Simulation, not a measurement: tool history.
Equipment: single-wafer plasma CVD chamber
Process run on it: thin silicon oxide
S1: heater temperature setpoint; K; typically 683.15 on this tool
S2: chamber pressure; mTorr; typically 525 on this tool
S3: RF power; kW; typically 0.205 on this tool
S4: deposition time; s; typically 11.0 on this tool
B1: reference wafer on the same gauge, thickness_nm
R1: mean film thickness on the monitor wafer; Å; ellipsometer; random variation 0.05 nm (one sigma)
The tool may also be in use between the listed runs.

Run 1, hour 0.0: usual settings; B1 11.686. Result: R1 106.13 Å.
Run 2, hour 13.6: usual settings; B1 11.700. Result: R1 105.71 Å.
Run 3, hour 29.5: usual settings; B1 11.700. Result: R1 105.23 Å.
At hour 37.1: gauge calibrated.
Run 4, hour 62.4: usual settings but S1 689.15 K; B1 11.704. Result: R1 105.60 Å.
Run 5, hour 81.8: usual settings but S1 689.15 K; B1 11.697. Result: R1 105.55 Å.
Run 6, hour 103.8: usual settings; B1 11.704. Result: R1 105.58 Å.
Run 7, hour 131.6: usual settings but S1 693.15 K; B1 11.705. Result: R1 104.54 Å.
Run 8, hour 167.2: usual settings but S1 693.15 K; B1 11.697. Result: R1 104.50 Å.
Run 9, hour 180.0: usual settings but S1 693.15 K; B1 11.716. Result: R1 105.52 Å.
At hour 201.3: capacitance manometer re-zeroed and calibrated.
Run 10, hour 201.8: usual settings but S3 0.215 kW; B1 11.703. Result: R1 107.91 Å.
Run 11, hour 225.6: usual settings but S3 0.215 kW; B1 11.704. Result: R1 107.23 Å.
Run 12, hour 241.3: usual settings but S2 589 mTorr; B1 11.706. Result: R1 117.19 Å.
At hour 268.3: thermocouple changed; heater temperature recalibrated.
Run 13, hour 278.9: usual settings but S2 589 mTorr; B1 11.698. Result: R1 117.24 Å.
Run 14, hour 314.4: usual settings but S1 693.15 K, S4 9.9 s; B1 11.709. Result: R1 93.31 Å.
Run 15, hour 335.7: usual settings but S1 688.15 K, S2 590 mTorr, S3 0.175 kW, S4 13.1 s; B1 11.703. Result: R1 129.47 Å.
Run 16, hour 353.7: usual settings but S2 457 mTorr, S4 11.6 s; B1 11.687. Result: R1 96.14 Å.
Run 17, hour 387.3: usual settings; B1 11.709. Result: R1 104.46 Å.
Run 18, hour 402.5: usual settings but S2 457 mTorr, S4 11.6 s; B1 11.698. Result: R1 95.08 Å.
At hour 422.8: RF generator calibrated.
Run 19, hour 434.5: usual settings but S1 674.15 K, S2 445 mTorr, S3 0.175 kW, S4 12.8 s; B1 11.702. Result: R1 100.07 Å.
At hour 437.0: gauge calibrated.
Run 20, hour 454.7: usual settings but S1 675.15 K, S2 447 mTorr, S4 13.1 s; B1 11.695. Result: R1 111.18 Å.
At hour 467.5: showerhead replaced.
Run 21, hour 469.7: usual settings; B1 11.697. Result: R1 108.54 Å.
Run 22, hour 485.7: usual settings but S1 693.15 K, S2 417 mTorr, S3 0.245 kW, S4 9.1 s; B1 11.703. Result: R1 76.81 Å.
Run 23, hour 510.8: usual settings but S1 694.15 K, S2 633 mTorr; B1 11.712. Result: R1 130.30 Å.
Run 24, hour 532.5: usual settings but S2 479 mTorr; B1 11.695. Result: R1 98.46 Å.
Run 25, hour 558.6: usual settings but S1 675.15 K, S2 633 mTorr; B1 11.680. Result: R1 130.41 Å.
Run 26, hour 610.6: usual settings but S2 621 mTorr, S4 12.6 s; B1 11.701. Result: R1 146.33 Å.

4 ways to go on from here, each from the tool as it stands after run 26. What would each give?
Run A, hour 611.0: usual settings; B1 ?. Result: R1 ?.
Run B, hour 611.0: usual settings but S1 687.15 K, S2 560 mTorr, S3 0.230 kW, S4 12.3 s; B1 ?. Result: R1 ?.
Run C, hour 611.0: usual settings but S2 604 mTorr, S3 0.165 kW, S4 12.1 s; B1 ?. Result: R1 ?.
Run D, hour 611.0: usual settings but S1 694.15 K, S2 462 mTorr, S3 0.185 kW, S4 11.9 s; B1 ?. Result: R1 ?.

run      B1      R1
  A  11.684  107.79
  B  11.684  134.80
  C  11.684  123.56
  D  11.684   97.35
With no hidden state in the tool, these same runs would have given:
run      R1
  A  107.91
  B  134.94
  C  123.70
  D   97.45
